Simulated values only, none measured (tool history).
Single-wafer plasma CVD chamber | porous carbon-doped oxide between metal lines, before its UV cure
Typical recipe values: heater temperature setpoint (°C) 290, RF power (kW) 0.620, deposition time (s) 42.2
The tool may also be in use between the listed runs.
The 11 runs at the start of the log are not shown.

run     day  heater temperature setpoint (°C)  RF power (kW)  deposition time (s)  read-back reference wafer on the same gauge, thickness_nm  mean film thickness on the monitor wafer (nm)
 12  21.688                               290          0.620                 42.2                                                    268.954                                        301.417
     22.742  -- showerhead replaced
 13  25.892                               290          0.620                 42.2                                                    268.990                                        299.510
 14  27.758                               290          0.620                 42.2                                                    269.029                                        300.077
 15  30.608                               290          0.540                 42.2                                                    269.251                                        271.079
 16  31.746                               290          0.540                 42.2                                                    269.207                                        268.379
 17  33.392                               290          0.620                 46.5                                                    269.307                                        328.765
 18  34.471                               304          0.620                 48.3                                                    269.121                                        312.081
 19  37.096                               290          0.545                 49.6                                                    268.978                                        318.945
 20  39.742                               290          0.560                 42.2                                                    269.109                                        276.370
 21  42.367                               290          0.620                 42.2                                                    269.078                                        298.872
     43.742  -- gauge calibrated
 22  44.896                               290          0.690                 42.2                                                    269.296                                        322.524
 23  47.825                               290          0.570                 42.2                                                    269.099                                        280.051
     50.517  -- RF generator calibrated
 24  50.725                               290          0.580                 38.2                                                    268.887                                        264.337
 25  52.950                               290          0.620                 42.2                                                    269.056                                        303.611
 26  54.192                               295          0.620                 45.5                                                    268.990                                        314.850
 27  56.438                               283          0.620                 42.2                                                    268.999                                        317.256
 28  58.412                               304          0.620                 42.2                                                    269.276                                        274.991
 29  61.146                               290          0.620                 42.2                                                    269.161                                        299.839
     63.154  -- thermocouple changed; heater temperature recalibrated
 30  63.554                               299          0.560                 34.5                                                    269.182                                        219.906
 31  65.146                               290          0.620                 42.2                                                    269.077                                        306.067
 32  67.579                               290          0.720                 42.2                                                    268.992                                        338.297
 33  69.867                               282          0.620                 42.2                                                    268.821                                        320.640

Consider 5 possible next runs. They are alternatives, not a sequence: every one starts from the tool as it was left by run 33. What does each give?
  A  69.883                               290          0.620                 42.2                                                          ?                                              ?
  B  69.883                               301          0.620                 47.1                                                          ?                                              ?
  C  69.883                               294          0.725                 42.2                                                          ?                                              ?
  D  69.883                               301          0.725                 48.7                                                          ?                                              ?
  E  69.883                               280          0.620                 42.2                                                          ?                                              ?

run  read-back reference wafer on the same gauge, thickness_nm  mean film thickness on the monitor wafer (nm)
  A                                                    269.249                                        303.734
  B                                                    269.249                                        314.422
  C                                                    269.249                                        330.864
  D                                                    269.249                                        363.561
  E                                                    269.249                                        326.085
Stripped of hidden state, with their random variation kept, the same runs would have yielded:
run  mean film thickness on the monitor wafer (nm)
  A                                        309.481
  B                                        320.357
  C                                        337.026
  D                                        370.319
  E                                        332.273

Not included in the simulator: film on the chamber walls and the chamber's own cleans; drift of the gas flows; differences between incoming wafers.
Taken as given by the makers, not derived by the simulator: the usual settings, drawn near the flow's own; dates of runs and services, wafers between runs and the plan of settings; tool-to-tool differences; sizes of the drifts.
